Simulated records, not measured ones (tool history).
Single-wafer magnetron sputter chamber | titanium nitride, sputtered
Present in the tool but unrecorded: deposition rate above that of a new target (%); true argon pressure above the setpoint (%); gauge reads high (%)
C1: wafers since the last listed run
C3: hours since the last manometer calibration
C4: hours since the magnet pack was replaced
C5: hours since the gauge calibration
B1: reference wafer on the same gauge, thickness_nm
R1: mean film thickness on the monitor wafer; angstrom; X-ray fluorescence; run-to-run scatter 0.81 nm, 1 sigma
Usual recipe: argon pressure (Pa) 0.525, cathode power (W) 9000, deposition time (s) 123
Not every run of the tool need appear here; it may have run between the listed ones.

Run 1, hour 0: usual settings; C1 0; wafers on the sputter target 6600; C3 728.6; C4 7082.2; C5 411.2; B1 200.028. Result: R1 1807.39 angstrom.
At hour 20: sputter target and shields replaced.
Run 2, hour 36.2: usual settings but cathode power (W) 10100; C1 326; wafers on the sputter target 187; C3 764.8; C4 7118.4; C5 447.4; B1 200.162. Result: R1 2148.93 angstrom.
At hour 81.6: gauge calibrated.
Run 3, hour 92.9: usual settings but cathode power (W) 10100; C1 656; wafers on the sputter target 843; C3 821.5; C4 7175.1; C5 11.3; B1 200.01. Result: R1 2123.06 angstrom.
Run 4, hour 154: usual settings; C1 707; wafers on the sputter target 1551; C3 882.6; C4 7236.2; C5 72.4; B1 199.844. Result: R1 1886.23 angstrom.
Run 5, hour 225.4: usual settings but cathode power (W) 7200; C1 826; wafers on the sputter target 2378; C3 954; C4 7307.6; C5 143.8; B1 200.162. Result: R1 1514.97 angstrom.
Run 6, hour 251.7: usual settings but cathode power (W) 10300; C1 304; wafers on the sputter target 2682; C3 980.3; C4 7333.9; C5 170.1; B1 199.982. Result: R1 2149.03 angstrom.
Run 7, hour 288.4: usual settings but argon pressure (Pa) 0.691; C1 424; wafers on the sputter target 3107; C3 1017; C4 7370.6; C5 206.8; B1 200.065. Result: R1 1792.99 angstrom.
Run 8, hour 350.4: usual settings but argon pressure (Pa) 0.691; C1 717; wafers on the sputter target 3825; C3 1079; C4 7432.6; C5 268.8; B1 199.954. Result: R1 1785.97 angstrom.
Run 9, hour 376.9: usual settings but argon pressure (Pa) 0.691; C1 306; wafers on the sputter target 4132; C3 1105.5; C4 7459.1; C5 295.3; B1 199.886. Result: R1 1772.02 angstrom.
Run 10, hour 420.7: usual settings; C1 507; wafers on the sputter target 4639; C3 1149.3; C4 7502.9; C5 339.1; B1 199.92. Result: R1 1862.14 angstrom.
Run 11, hour 489.8: usual settings; C1 800; wafers on the sputter target 5439; C3 1218.4; C4 7572; C5 408.2; B1 199.85. Result: R1 1837.7 angstrom.
Run 12, hour 531.5: usual settings but deposition time (s) 143; C1 482; wafers on the sputter target 5922; C3 1260.1; C4 7613.7; C5 449.9; B1 199.913. Result: R1 2122.59 angstrom.
At hour 567: gauge calibrated.
At hour 576.3: sputter target and shields replaced.
Run 13, hour 585.3: usual settings but argon pressure (Pa) 0.412, deposition time (s) 137; C1 530; wafers on the sputter target 104; C3 1313.9; C4 7667.5; C5 18.3; B1 200.086. Result: R1 2169.36 angstrom.
At hour 594.3: capacitance manometer re-zeroed and calibrated.
At hour 631.8: magnet pack replaced.
Run 14, hour 657.2: usual settings but argon pressure (Pa) 0.391; C1 647; wafers on the sputter target 751; C3 62.9; C4 25.4; C5 90.2; B1 199.75. Result: R1 1948.77 angstrom.
Run 15, hour 727: usual settings but cathode power (W) 10250; C1 808; wafers on the sputter target 1559; C3 132.7; C4 95.2; C5 160; B1 199.927. Result: R1 2142.8 angstrom.
Run 16, hour 760: usual settings but argon pressure (Pa) 0.601; C1 382; wafers on the sputter target 1941; C3 165.7; C4 128.2; C5 193; B1 200.23. Result: R1 1843.42 angstrom.
Run 17, hour 796.2: usual settings; C1 419; wafers on the sputter target 2360; C3 201.9; C4 164.4; C5 229.2; B1 199.81. Result: R1 1866.49 angstrom.
Run 18, hour 844.9: usual settings but argon pressure (Pa) 0.671, cathode power (W) 10150, deposition time (s) 144; C1 563; wafers on the sputter target 2924; C3 250.6; C4 213.1; C5 277.9; B1 200.048. Result: R1 2342.22 angstrom.
Run 19, hour 903.3: usual settings but argon pressure (Pa) 0.355, deposition time (s) 106; C1 676; wafers on the sputter target 3601; C3 309; C4 271.5; C5 336.3; B1 200.178. Result: R1 1638.05 angstrom.

3 ways to go on from here, each from the tool as it stands after run 19. What would each give?
Run A, hour 903.7: usual settings but cathode power (W) 9900; C1 4; wafers on the sputter target 3605; C3 309.4; C4 271.9; C5 336.7; B1 ?. Result: R1 ?.
Run B, hour 903.7: usual settings but argon pressure (Pa) 0.58, deposition time (s) 109; C1 4; wafers on the sputter target 3605; C3 309.4; C4 271.9; C5 336.7; B1 ?. Result: R1 ?.
Run C, hour 903.7: usual settings but argon pressure (Pa) 0.419; C1 4; wafers on the sputter target 3605; C3 309.4; C4 271.9; C5 336.7; B1 ?. Result: R1 ?.

run       B1       R1
  A  200.197  2044.56
  B  200.197  1626.02
  C  200.197  1905.84
Without the tool's hidden state the same runs would have given:
run       R1
  A  2124.99
  B  1689.98
  C  1980.81

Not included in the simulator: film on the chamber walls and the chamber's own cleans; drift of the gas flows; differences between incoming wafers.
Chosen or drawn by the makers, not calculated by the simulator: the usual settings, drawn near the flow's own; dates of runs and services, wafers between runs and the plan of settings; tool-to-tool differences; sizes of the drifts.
